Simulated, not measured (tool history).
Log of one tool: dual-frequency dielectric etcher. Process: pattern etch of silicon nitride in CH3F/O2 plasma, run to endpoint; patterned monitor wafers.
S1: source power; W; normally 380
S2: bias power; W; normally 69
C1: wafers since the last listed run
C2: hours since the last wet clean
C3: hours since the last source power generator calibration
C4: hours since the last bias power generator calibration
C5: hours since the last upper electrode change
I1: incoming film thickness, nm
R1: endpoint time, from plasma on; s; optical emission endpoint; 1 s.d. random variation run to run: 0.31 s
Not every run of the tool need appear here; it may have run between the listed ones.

run	day	S1	S2	C1	C2	C3	C4	C5	I1	R1
1	0	340	69	0	288.8	1776.3	3757.2	3741.5	89.3	103.9
2	0.675	340	69	123	305	1792.5	3773.4	3757.7	88.9	102.7
3	1.175	340	69	91	317	1804.5	3785.4	3769.7	88.7	102.7
4	1.512	380	69	61	325.1	1812.6	3793.5	3777.8	90.6	101.5
5	2.25	380	69	134	342.8	1830.3	3811.2	3795.5	90.6	100.8
6	2.804	320	69	101	356.1	1843.6	3824.5	3808.8	89.7	105.6
7	4.217	320	69	257	390	1877.5	3858.4	3842.7	89.5	104.8
8	4.788	380	77	104	403.7	1891.2	3872.1	3856.4	90	96.4
# day 5.046: source power generator calibrated
9	5.267	380	69	56	415.2	5.3	3883.6	3867.9	90.2	100.1
10	6.004	380	69	134	432.9	23	3901.3	3885.6	88.6	98.2
11	6.267	380	69	47	439.2	29.3	3907.6	3891.9	89.5	98.8
12	6.75	410	59	88	450.8	40.9	3919.2	3903.5	90.2	102.4
13	7.162	290	83	75	460.7	50.8	3929.1	3913.4	90	101.7
# day 8.671: upper electrode replaced
14	8.692	380	69	96	497.4	87.5	3965.8	0.5	90	99.8
15	8.704	450	69	2	497.7	87.8	3966.1	0.8	89.3	93.6
16	9.25	380	69	99	510.8	100.9	3979.2	13.9	89.8	98.5
# day 9.892: bias power generator calibrated
# day 10.417: wet clean of the chamber
17	10.438	420	55	90	0.5	129.4	13.1	42.4	89.6	106.9
18	10.454	380	69	3	0.9	129.8	13.5	42.8	90.3	103.6
19	10.7	430	69	44	6.8	135.7	19.4	48.7	89.6	99.2
20	11.154	440	82	82	17.7	146.6	30.3	59.6	89.6	92.6
21	12.504	380	69	246	50.1	179	62.7	92	89	102
22	13.054	320	79	100	63.3	192.2	75.9	105.2	89.5	103.3
23	13.342	380	69	52	70.2	199.1	82.8	112.1	89.6	101.9
24	13.629	410	77	52	77.1	206	89.7	119	90.7	97.6
25	14.312	450	61	124	93.5	222.4	106.1	135.4	89.7	100.2

Predict each of these 5 candidate next runs independently; none follows another, all start after run 25:
A	14.333	380	61	3	94	222.9	106.6	135.9	89.8	?
B	14.333	290	78	3	94	222.9	106.6	135.9	89.8	?
C	14.333	350	79	3	94	222.9	106.6	135.9	89.8	?
D	14.333	320	85	3	94	222.9	106.6	135.9	89.8	?
E	14.333	380	75	3	94	222.9	106.6	135.9	89.8	?

run	R1
A	106.2
B	107
C	100.5
D	100.9
E	99.6
What these runs would have given with no unlogged condition in the tool:
run	R1
A	107.1
B	107.9
C	101.4
D	101.7
E	100.4
